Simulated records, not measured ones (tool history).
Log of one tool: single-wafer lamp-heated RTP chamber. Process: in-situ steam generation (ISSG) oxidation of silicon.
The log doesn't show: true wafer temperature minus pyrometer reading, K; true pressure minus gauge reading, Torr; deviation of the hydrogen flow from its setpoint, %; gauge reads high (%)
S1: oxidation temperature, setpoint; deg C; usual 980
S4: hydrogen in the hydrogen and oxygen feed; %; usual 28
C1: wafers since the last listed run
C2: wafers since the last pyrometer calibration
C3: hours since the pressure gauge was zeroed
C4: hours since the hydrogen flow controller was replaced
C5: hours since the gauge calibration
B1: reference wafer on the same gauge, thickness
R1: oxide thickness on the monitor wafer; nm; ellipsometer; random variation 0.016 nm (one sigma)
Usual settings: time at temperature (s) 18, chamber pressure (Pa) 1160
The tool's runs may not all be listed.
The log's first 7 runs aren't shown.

Run 8, hour 230.5: usual settings; C1 126; C2 2910; C3 1531.7; C4 6314.8; C5 91.6; B1 6.585. Result: R1 5.942 nm.
Run 9, hour 252.5: usual settings but S1 969 deg C, time at temperature (s) 25, chamber pressure (Pa) 1227, S4 32 %; C1 120; C2 3030; C3 1553.7; C4 6336.8; C5 113.6; B1 6.597. Result: R1 6.797 nm.
Run 10, hour 275.3: usual settings but time at temperature (s) 14, S4 21 %; C1 124; C2 3154; C3 1576.5; C4 6359.6; C5 136.4; B1 6.593. Result: R1 5.049 nm.
At hour 293.3: pyrometer window cleaned and pyrometer calibrated.
Run 11, hour 303.4: usual settings but S1 990 deg C, time at temperature (s) 13, chamber pressure (Pa) 1093, S4 18 %; C1 109; C2 55; C3 1604.6; C4 6387.7; C5 164.5; B1 6.590. Result: R1 4.812 nm.
Run 12, hour 327.3: usual settings but time at temperature (s) 20, chamber pressure (Pa) 1000, S4 32 %; C1 130; C2 185; C3 1628.5; C4 6411.6; C5 188.4; B1 6.587. Result: R1 6.445 nm.
At hour 337.8: pressure gauge zeroed.
Run 13, hour 341.4: usual settings; C1 33; C2 218; C3 3.6; C4 6425.7; C5 202.5; B1 6.594. Result: R1 5.876 nm.
Run 14, hour 357.7: usual settings but S1 969 deg C, chamber pressure (Pa) 1240; C1 88; C2 307; C3 19.9; C4 6442.0; C5 218.8; B1 6.587. Result: R1 5.629 nm.
Run 15, hour 372.1: usual settings but chamber pressure (Pa) 1347; C1 78; C2 386; C3 34.3; C4 6456.4; C5 233.2; B1 6.593. Result: R1 5.743 nm.
At hour 381.3: hydrogen flow controller replaced.
Run 16, hour 407.1: usual settings but S4 30 %; C1 147; C2 533; C3 69.3; C4 25.8; C5 268.2; B1 6.588. Result: R1 6.013 nm.
Run 17, hour 442.8: usual settings but chamber pressure (Pa) 1320; C1 194; C2 728; C3 105.0; C4 61.5; C5 303.9; B1 6.593. Result: R1 5.778 nm.
Run 18, hour 455.1: usual settings but time at temperature (s) 23; C1 67; C2 795; C3 117.3; C4 73.8; C5 316.2; B1 6.592. Result: R1 6.559 nm.
Run 19, hour 476.0: usual settings; C1 114; C2 909; C3 138.2; C4 94.7; C5 337.1; B1 6.587. Result: R1 5.878 nm.
Run 20, hour 511.3: usual settings but time at temperature (s) 15, chamber pressure (Pa) 987; C1 192; C2 1102; C3 173.5; C4 130.0; C5 372.4; B1 6.588. Result: R1 5.509 nm.
Run 21, hour 533.3: usual settings but S1 960 deg C; C1 120; C2 1222; C3 195.5; C4 152.0; C5 394.4; B1 6.592. Result: R1 5.491 nm.
Run 22, hour 564.0: usual settings; C1 167; C2 1390; C3 226.2; C4 182.7; C5 425.1; B1 6.591. Result: R1 5.928 nm.

Run 23 comes next. What will it give?
Run 23, hour 577.6: usual settings but time at temperature (s) 14, S4 18 %; C1 74; C2 1464; C3 239.8; C4 196.3; C5 438.7; B1 ?. Result: R1 ?.

Run 23 gave B1 6.588, R1 4.785 nm.
Without the tool's hidden state the same run would have given R1 4.760 nm.
